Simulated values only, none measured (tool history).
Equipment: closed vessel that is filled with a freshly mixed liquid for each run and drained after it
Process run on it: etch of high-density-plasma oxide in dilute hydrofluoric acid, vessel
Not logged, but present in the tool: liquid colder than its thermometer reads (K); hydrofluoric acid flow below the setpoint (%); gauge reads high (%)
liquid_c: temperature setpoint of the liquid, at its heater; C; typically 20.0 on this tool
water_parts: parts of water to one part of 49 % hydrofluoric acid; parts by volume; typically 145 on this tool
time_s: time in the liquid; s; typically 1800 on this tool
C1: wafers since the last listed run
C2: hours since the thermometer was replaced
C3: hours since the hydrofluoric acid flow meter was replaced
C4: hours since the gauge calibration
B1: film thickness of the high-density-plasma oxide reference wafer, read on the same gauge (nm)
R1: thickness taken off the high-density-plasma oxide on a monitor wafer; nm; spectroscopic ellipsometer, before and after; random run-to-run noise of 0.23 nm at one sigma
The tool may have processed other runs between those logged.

{"run": 1, "day": 0.0, "liquid_c": 20.0, "water_parts": 145, "time_s": 1800, "C1": 0, "C2": 1925.4, "C3": 1565.9, "C4": 206.0, "B1": 60.01, "R1": 42.01}
{"run": 2, "day": 0.467, "liquid_c": 20.0, "water_parts": 145, "time_s": 1800, "C1": 326, "C2": 1936.6, "C3": 1577.1, "C4": 217.2, "B1": 60.02, "R1": 41.64}
{"run": 3, "day": 1.062, "liquid_c": 20.0, "water_parts": 145, "time_s": 1800, "C1": 416, "C2": 1950.9, "C3": 1591.4, "C4": 231.5, "B1": 60.0, "R1": 41.87}
{"run": 4, "day": 1.533, "liquid_c": 20.0, "water_parts": 145, "time_s": 1800, "C1": 329, "C2": 1962.2, "C3": 1602.7, "C4": 242.8, "B1": 60.01, "R1": 41.98}
{"day": 1.8, "done": "hydrofluoric acid flow meter replaced"}
{"run": 5, "day": 2.408, "liquid_c": 17.5, "water_parts": 145, "time_s": 1800, "C1": 582, "C2": 1983.2, "C3": 14.6, "C4": 263.8, "B1": 60.02, "R1": 40.19}
{"run": 6, "day": 3.0, "liquid_c": 17.5, "water_parts": 145, "time_s": 1800, "C1": 413, "C2": 1997.4, "C3": 28.8, "C4": 278.0, "B1": 59.97, "R1": 39.86}
{"run": 7, "day": 3.675, "liquid_c": 20.0, "water_parts": 145, "time_s": 1800, "C1": 472, "C2": 2013.6, "C3": 45.0, "C4": 294.2, "B1": 60.02, "R1": 43.65}
{"run": 8, "day": 4.162, "liquid_c": 20.0, "water_parts": 145, "time_s": 1800, "C1": 341, "C2": 2025.3, "C3": 56.7, "C4": 305.9, "B1": 59.97, "R1": 43.94}
{"run": 9, "day": 4.771, "liquid_c": 20.0, "water_parts": 85, "time_s": 1800, "C1": 425, "C2": 2039.9, "C3": 71.3, "C4": 320.5, "B1": 60.02, "R1": 79.94}
{"day": 4.792, "done": "gauge calibrated"}
{"run": 10, "day": 5.292, "liquid_c": 17.0, "water_parts": 205, "time_s": 1240, "C1": 364, "C2": 2052.4, "C3": 83.8, "C4": 12.0, "B1": 60.01, "R1": 17.78}
{"run": 11, "day": 5.954, "liquid_c": 22.5, "water_parts": 90, "time_s": 2265, "C1": 463, "C2": 2068.3, "C3": 99.7, "C4": 27.9, "B1": 60.03, "R1": 104.26}
{"run": 12, "day": 6.696, "liquid_c": 20.0, "water_parts": 145, "time_s": 1800, "C1": 518, "C2": 2086.1, "C3": 117.5, "C4": 45.7, "B1": 60.0, "R1": 43.44}
{"run": 13, "day": 8.242, "liquid_c": 20.0, "water_parts": 195, "time_s": 2580, "C1": 1081, "C2": 2123.2, "C3": 154.6, "C4": 82.8, "B1": 60.01, "R1": 44.12}
{"run": 14, "day": 8.654, "liquid_c": 20.0, "water_parts": 145, "time_s": 2405, "C1": 288, "C2": 2133.1, "C3": 164.5, "C4": 92.7, "B1": 60.0, "R1": 58.5}
{"run": 15, "day": 9.075, "liquid_c": 20.0, "water_parts": 100, "time_s": 2560, "C1": 294, "C2": 2143.2, "C3": 174.6, "C4": 102.8, "B1": 60.01, "R1": 93.52}
{"run": 16, "day": 9.592, "liquid_c": 20.0, "water_parts": 145, "time_s": 1800, "C1": 361, "C2": 2155.6, "C3": 187.0, "C4": 115.2, "B1": 60.01, "R1": 43.44}
{"run": 17, "day": 10.242, "liquid_c": 20.0, "water_parts": 145, "time_s": 1175, "C1": 454, "C2": 2171.2, "C3": 202.6, "C4": 130.8, "B1": 59.98, "R1": 28.38}
{"day": 10.604, "done": "thermometer replaced"}
{"run": 18, "day": 10.879, "liquid_c": 24.0, "water_parts": 120, "time_s": 1310, "C1": 416, "C2": 6.6, "C3": 217.9, "C4": 146.1, "B1": 60.01, "R1": 50.6}
{"run": 19, "day": 11.483, "liquid_c": 18.5, "water_parts": 180, "time_s": 1100, "C1": 422, "C2": 21.1, "C3": 232.4, "C4": 160.6, "B1": 60.0, "R1": 21.3}
{"run": 20, "day": 12.229, "liquid_c": 24.5, "water_parts": 95, "time_s": 1800, "C1": 521, "C2": 39.0, "C3": 250.3, "C4": 178.5, "B1": 59.98, "R1": 91.28}
{"run": 21, "day": 12.608, "liquid_c": 17.0, "water_parts": 90, "time_s": 2780, "C1": 265, "C2": 48.1, "C3": 259.4, "C4": 187.6, "B1": 60.0, "R1": 109.78}
{"run": 22, "day": 13.117, "liquid_c": 23.0, "water_parts": 210, "time_s": 2825, "C1": 355, "C2": 60.3, "C3": 271.6, "C4": 199.8, "B1": 60.0, "R1": 53.95}
{"run": 23, "day": 13.788, "liquid_c": 17.0, "water_parts": 145, "time_s": 1800, "C1": 469, "C2": 76.4, "C3": 287.7, "C4": 215.9, "B1": 59.99, "R1": 41.48}
{"run": 24, "day": 14.367, "liquid_c": 17.0, "water_parts": 170, "time_s": 1330, "C1": 405, "C2": 90.3, "C3": 301.6, "C4": 229.8, "B1": 60.02, "R1": 25.63}
{"run": 25, "day": 14.767, "liquid_c": 22.5, "water_parts": 145, "time_s": 1800, "C1": 279, "C2": 99.9, "C3": 311.2, "C4": 239.4, "B1": 60.01, "R1": 52.29}
{"run": 26, "day": 15.442, "liquid_c": 20.0, "water_parts": 145, "time_s": 1800, "C1": 472, "C2": 116.1, "C3": 327.4, "C4": 255.6, "B1": 60.02, "R1": 46.91}
{"run": 27, "day": 15.912, "liquid_c": 20.0, "water_parts": 145, "time_s": 1485, "C1": 329, "C2": 127.4, "C3": 338.7, "C4": 266.9, "B1": 59.98, "R1": 38.81}
{"run": 28, "day": 16.362, "liquid_c": 17.5, "water_parts": 165, "time_s": 1215, "C1": 314, "C2": 138.2, "C3": 349.5, "C4": 277.7, "B1": 59.98, "R1": 24.66}
{"run": 29, "day": 17.021, "liquid_c": 17.0, "water_parts": 120, "time_s": 1250, "C1": 460, "C2": 154.0, "C3": 365.3, "C4": 293.5, "B1": 60.02, "R1": 35.78}
{"run": 30, "day": 17.633, "liquid_c": 20.0, "water_parts": 145, "time_s": 1800, "C1": 428, "C2": 168.7, "C3": 380.0, "C4": 308.2, "B1": 59.99, "R1": 47.31}
{"run": 31, "day": 18.196, "liquid_c": 20.0, "water_parts": 120, "time_s": 1270, "C1": 393, "C2": 182.2, "C3": 393.5, "C4": 321.7, "B1": 59.97, "R1": 40.94}

Selected run-to-run steps in R1, each split into two signed amounts: the part the tool would show with no hidden state at all (from settings, incoming material and random variation), and the remainder, which goes to the hidden state together with any gauge scatter not common to the measured and the hidden-state-free results:
Run 9 -> 10: liquid_c 20.0 -> 17.0, water_parts 85 -> 205, time_s 1800 -> 1240, gauge calibrated. R1 -62.16 nm: hidden state +7.07, all else -69.23.
Run 10 -> 11: liquid_c 17.0 -> 22.5, water_parts 205 -> 90, time_s 1240 -> 2265. R1 +86.48 nm: hidden state -9.79, all else +96.27.
Run 11 -> 12: liquid_c 22.5 -> 20.0, water_parts 90 -> 145, time_s 2265 -> 1800. R1 -60.82 nm: hidden state +6.83, all else -67.65.
Run 19 -> 20: liquid_c 18.5 -> 24.5, water_parts 180 -> 95, time_s 1100 -> 1800. R1 +69.98 nm: hidden state -2.02, all else +72.00.
